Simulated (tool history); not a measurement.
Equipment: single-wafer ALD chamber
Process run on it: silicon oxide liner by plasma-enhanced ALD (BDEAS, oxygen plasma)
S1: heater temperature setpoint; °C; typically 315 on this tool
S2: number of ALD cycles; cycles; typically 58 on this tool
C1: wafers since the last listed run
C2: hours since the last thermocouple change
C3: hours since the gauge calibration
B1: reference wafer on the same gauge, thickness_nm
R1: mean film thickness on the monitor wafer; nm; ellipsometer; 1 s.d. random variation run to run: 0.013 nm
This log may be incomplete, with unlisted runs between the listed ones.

{"run": 1, "hour": 0.0, "S1": 315, "S2": 58, "C1": 0, "C2": 1557.9, "C3": 135.7, "B1": 5.726, "R1": 4.999}
{"run": 2, "hour": 13.0, "S1": 315, "S2": 58, "C1": 57, "C2": 1570.9, "C3": 148.7, "B1": 5.727, "R1": 5.033}
{"run": 3, "hour": 19.7, "S1": 315, "S2": 58, "C1": 29, "C2": 1577.6, "C3": 155.4, "B1": 5.728, "R1": 5.011}
{"run": 4, "hour": 33.5, "S1": 315, "S2": 58, "C1": 61, "C2": 1591.4, "C3": 169.2, "B1": 5.735, "R1": 5.011}
{"run": 5, "hour": 45.4, "S1": 315, "S2": 58, "C1": 52, "C2": 1603.3, "C3": 181.1, "B1": 5.727, "R1": 5.019}
{"run": 6, "hour": 55.9, "S1": 315, "S2": 58, "C1": 46, "C2": 1613.8, "C3": 191.6, "B1": 5.731, "R1": 5.017}
{"run": 7, "hour": 77.4, "S1": 310, "S2": 58, "C1": 95, "C2": 1635.3, "C3": 213.1, "B1": 5.731, "R1": 5.088}
{"run": 8, "hour": 93.6, "S1": 310, "S2": 58, "C1": 71, "C2": 1651.5, "C3": 229.3, "B1": 5.727, "R1": 5.058}
{"run": 9, "hour": 101.0, "S1": 322, "S2": 58, "C1": 32, "C2": 1658.9, "C3": 236.7, "B1": 5.728, "R1": 4.964}
{"run": 10, "hour": 114.2, "S1": 315, "S2": 64, "C1": 58, "C2": 1672.1, "C3": 249.9, "B1": 5.732, "R1": 5.53}
{"run": 11, "hour": 137.2, "S1": 315, "S2": 64, "C1": 101, "C2": 1695.1, "C3": 272.9, "B1": 5.734, "R1": 5.531}
{"run": 12, "hour": 145.1, "S1": 315, "S2": 64, "C1": 34, "C2": 1703.0, "C3": 280.8, "B1": 5.728, "R1": 5.543}
{"hour": 161.7, "done": "thermocouple changed; heater temperature recalibrated"}
{"run": 13, "hour": 162.2, "S1": 315, "S2": 58, "C1": 40, "C2": 0.5, "C3": 297.9, "B1": 5.732, "R1": 5.005}
{"run": 14, "hour": 166.6, "S1": 315, "S2": 58, "C1": 19, "C2": 4.9, "C3": 302.3, "B1": 5.731, "R1": 5.013}
{"run": 15, "hour": 180.8, "S1": 315, "S2": 58, "C1": 62, "C2": 19.1, "C3": 316.5, "B1": 5.73, "R1": 5.018}
{"run": 16, "hour": 187.9, "S1": 315, "S2": 50, "C1": 31, "C2": 26.2, "C3": 323.6, "B1": 5.73, "R1": 4.307}
{"run": 17, "hour": 201.6, "S1": 325, "S2": 66, "C1": 60, "C2": 39.9, "C3": 337.3, "B1": 5.73, "R1": 5.603}
{"run": 18, "hour": 215.4, "S1": 306, "S2": 62, "C1": 61, "C2": 53.7, "C3": 351.1, "B1": 5.73, "R1": 5.425}
{"run": 19, "hour": 226.5, "S1": 315, "S2": 58, "C1": 49, "C2": 64.8, "C3": 362.2, "B1": 5.732, "R1": 5.019}
{"run": 20, "hour": 238.1, "S1": 303, "S2": 65, "C1": 51, "C2": 76.4, "C3": 373.8, "B1": 5.733, "R1": 5.734}
{"run": 21, "hour": 247.4, "S1": 310, "S2": 69, "C1": 41, "C2": 85.7, "C3": 383.1, "B1": 5.727, "R1": 5.992}
{"run": 22, "hour": 253.5, "S1": 325, "S2": 49, "C1": 27, "C2": 91.8, "C3": 389.2, "B1": 5.736, "R1": 4.16}
{"run": 23, "hour": 265.5, "S1": 315, "S2": 66, "C1": 53, "C2": 103.8, "C3": 401.2, "B1": 5.734, "R1": 5.712}
{"run": 24, "hour": 281.5, "S1": 306, "S2": 48, "C1": 70, "C2": 119.8, "C3": 417.2, "B1": 5.73, "R1": 4.198}
{"run": 25, "hour": 288.5, "S1": 315, "S2": 58, "C1": 31, "C2": 126.8, "C3": 424.2, "B1": 5.731, "R1": 5.007}
{"hour": 290.9, "done": "gauge calibrated"}
{"run": 26, "hour": 304.8, "S1": 315, "S2": 58, "C1": 72, "C2": 143.1, "C3": 13.9, "B1": 5.724, "R1": 5.021}
{"run": 27, "hour": 321.1, "S1": 323, "S2": 48, "C1": 72, "C2": 159.4, "C3": 30.2, "B1": 5.731, "R1": 4.09}
{"run": 28, "hour": 336.9, "S1": 322, "S2": 66, "C1": 69, "C2": 175.2, "C3": 46.0, "B1": 5.735, "R1": 5.63}
{"run": 29, "hour": 348.2, "S1": 307, "S2": 58, "C1": 50, "C2": 186.5, "C3": 57.3, "B1": 5.726, "R1": 5.076}
{"run": 30, "hour": 365.6, "S1": 307, "S2": 58, "C1": 77, "C2": 203.9, "C3": 74.7, "B1": 5.727, "R1": 5.087}

5 ways to go on from here, each from the tool as it stands after run 30. What would each give?
{"run": "A", "hour": 366.1, "S1": 315, "S2": 58, "C1": 2, "C2": 204.4, "C3": 75.2, "B1": "?", "R1": "?"}
{"run": "B", "hour": 366.1, "S1": 320, "S2": 62, "C1": 2, "C2": 204.4, "C3": 75.2, "B1": "?", "R1": "?"}
{"run": "C", "hour": 366.1, "S1": 329, "S2": 48, "C1": 2, "C2": 204.4, "C3": 75.2, "B1": "?", "R1": "?"}
{"run": "D", "hour": 366.1, "S1": 329, "S2": 50, "C1": 2, "C2": 204.4, "C3": 75.2, "B1": "?", "R1": "?"}
{"run": "E", "hour": 366.1, "S1": 306, "S2": 58, "C1": 2, "C2": 204.4, "C3": 75.2, "B1": "?", "R1": "?"}

run=A B1=5.729 R1=5.003
run=B B1=5.729 R1=5.304
run=C B1=5.729 R1=4.046
run=D B1=5.729 R1=4.215
run=E B1=5.729 R1=5.076
Take away the tool's hidden state, keep each run's random variation, and the runs would have read:
run=A R1=5.003
run=B R1=5.304
run=C R1=4.046
run=D R1=4.215
run=E R1=5.076
